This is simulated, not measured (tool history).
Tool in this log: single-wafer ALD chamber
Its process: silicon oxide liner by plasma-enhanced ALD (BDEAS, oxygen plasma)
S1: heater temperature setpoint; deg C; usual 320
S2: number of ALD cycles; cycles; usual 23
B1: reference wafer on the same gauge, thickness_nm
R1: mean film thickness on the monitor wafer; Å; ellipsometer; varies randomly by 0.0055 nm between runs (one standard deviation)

Run 1, hour 0: usual settings but S1 327 deg C; B1 2.443. Result: R1 21.65 Å.
Run 2, hour 15.9: usual settings but S1 327 deg C; B1 2.442. Result: R1 21.63 Å.
Run 3, hour 22.6: usual settings but S2 26 cycles; B1 2.44. Result: R1 24.73 Å.
Run 4, hour 37.2: usual settings but S2 26 cycles; B1 2.444. Result: R1 24.73 Å.
Run 5, hour 53.1: usual settings but S2 26 cycles; B1 2.439. Result: R1 24.82 Å.
Run 6, hour 69.2: usual settings; B1 2.437. Result: R1 21.81 Å.
Run 7, hour 86.6: usual settings; B1 2.436. Result: R1 21.83 Å.
Run 8, hour 99.3: usual settings; B1 2.435. Result: R1 21.84 Å.
Run 9, hour 112.1: usual settings; B1 2.435. Result: R1 21.86 Å.
Run 10, hour 124: usual settings; B1 2.432. Result: R1 21.85 Å.
Run 11, hour 148.9: usual settings; B1 2.429. Result: R1 21.74 Å.
Run 12, hour 163.4: usual settings; B1 2.427. Result: R1 21.72 Å.
Run 13, hour 178.4: usual settings; B1 2.424. Result: R1 21.7 Å.
Run 14, hour 187.4: usual settings but S2 20 cycles; B1 2.425. Result: R1 18.9 Å.
Run 15, hour 197.8: usual settings but S2 25 cycles; B1 2.423. Result: R1 23.7 Å.
Run 16, hour 215.2: usual settings but S2 25 cycles; B1 2.423. Result: R1 23.67 Å.
Run 17, hour 227.1: usual settings but S2 25 cycles; B1 2.417. Result: R1 23.54 Å.
Run 18, hour 238.2: usual settings; B1 2.416. Result: R1 21.67 Å.
Run 19, hour 253.5: usual settings; B1 2.416. Result: R1 21.62 Å.
Run 20, hour 266: usual settings but S1 330 deg C; B1 2.412. Result: R1 21.3 Å.
Run 21, hour 278.7: usual settings; B1 2.41. Result: R1 21.64 Å.
Run 22, hour 328.8: usual settings; B1 2.401. Result: R1 21.56 Å.
Run 23, hour 339.8: usual settings; B1 2.402. Result: R1 21.49 Å.
Run 24, hour 357.2: usual settings but S1 324 deg C, S2 25 cycles; B1 2.399. Result: R1 23.2 Å.
Run 25, hour 370.8: usual settings but S1 335 deg C, S2 24 cycles; B1 2.397. Result: R1 21.78 Å.
Run 26, hour 381.3: usual settings but S1 305 deg C, S2 27 cycles; B1 2.396. Result: R1 25.87 Å.
Run 27, hour 396.2: usual settings but S1 331 deg C, S2 25 cycles; B1 2.389. Result: R1 22.9 Å.
Run 28, hour 409.5: usual settings but S1 308 deg C, S2 20 cycles; B1 2.387. Result: R1 19.02 Å.
Run 29, hour 419.7: usual settings; B1 2.386. Result: R1 21.45 Å.
At hour 424.6: gauge calibrated.
Run 30, hour 451: usual settings but S1 310 deg C, S2 19 cycles; B1 2.449. Result: R1 18.43 Å.
Run 31, hour 465.4: usual settings but S1 313 deg C, S2 19 cycles; B1 2.449. Result: R1 18.36 Å.
Run 32, hour 480.4: usual settings but S1 325 deg C, S2 25 cycles; B1 2.449. Result: R1 23.64 Å.
Run 33, hour 490.7: usual settings but S1 327 deg C, S2 21 cycles; B1 2.451. Result: R1 19.8 Å.
Run 34, hour 498.8: usual settings; B1 2.447. Result: R1 22 Å.
At hour 509.3: thermocouple changed; heater temperature recalibrated.
Run 35, hour 511.1: usual settings but S1 307 deg C, S2 19 cycles; B1 2.447. Result: R1 18.52 Å.
Run 36, hour 522.4: usual settings but S1 327 deg C, S2 28 cycles; B1 2.447. Result: R1 26.49 Å.
Run 37, hour 532.4: usual settings but S1 333 deg C, S2 24 cycles; B1 2.449. Result: R1 22.53 Å.
Run 38, hour 543.8: usual settings; B1 2.447. Result: R1 21.95 Å.
Run 39, hour 550.2: usual settings but S1 325 deg C, S2 26 cycles; B1 2.447. Result: R1 24.56 Å.
Run 40, hour 599.2: usual settings but S1 312 deg C; B1 2.447. Result: R1 22.21 Å.
Run 41, hour 613.8: usual settings but S1 326 deg C, S2 20 cycles; B1 2.446. Result: R1 18.86 Å.
Run 42, hour 631.4: usual settings; B1 2.444. Result: R1 21.79 Å.
Run 43, hour 643.5: usual settings but S1 328 deg C, S2 20 cycles; B1 2.441. Result: R1 18.78 Å.
Run 44, hour 649.6: usual settings but S1 326 deg C, S2 18 cycles; B1 2.445. Result: R1 16.9 Å.
Run 45, hour 657: usual settings but S1 324 deg C, S2 22 cycles; B1 2.439. Result: R1 20.76 Å.
Run 46, hour 689.4: usual settings but S1 326 deg C; B1 2.441. Result: R1 21.61 Å.
Run 47, hour 701.4: usual settings but S2 27 cycles; B1 2.439. Result: R1 25.69 Å.
Run 48, hour 714.6: usual settings but S1 327 deg C; B1 2.44. Result: R1 21.67 Å.

Forecast each of these 3 alternatives for the next run:
Run A, hour 715: usual settings but S1 313 deg C; B1 ?. Result: R1 ?.
Run B, hour 715: usual settings but S1 335 deg C, S2 26 cycles; B1 ?. Result: R1 ?.
Run C, hour 715: usual settings but S2 22 cycles; B1 ?. Result: R1 ?.

run     B1     R1
  A  2.436  22.21
  B  2.436  24.21
  C  2.436  21.01
Without the tool's hidden state the same runs would have given:
run     R1
  A  22.33
  B  24.34
  C  21.11

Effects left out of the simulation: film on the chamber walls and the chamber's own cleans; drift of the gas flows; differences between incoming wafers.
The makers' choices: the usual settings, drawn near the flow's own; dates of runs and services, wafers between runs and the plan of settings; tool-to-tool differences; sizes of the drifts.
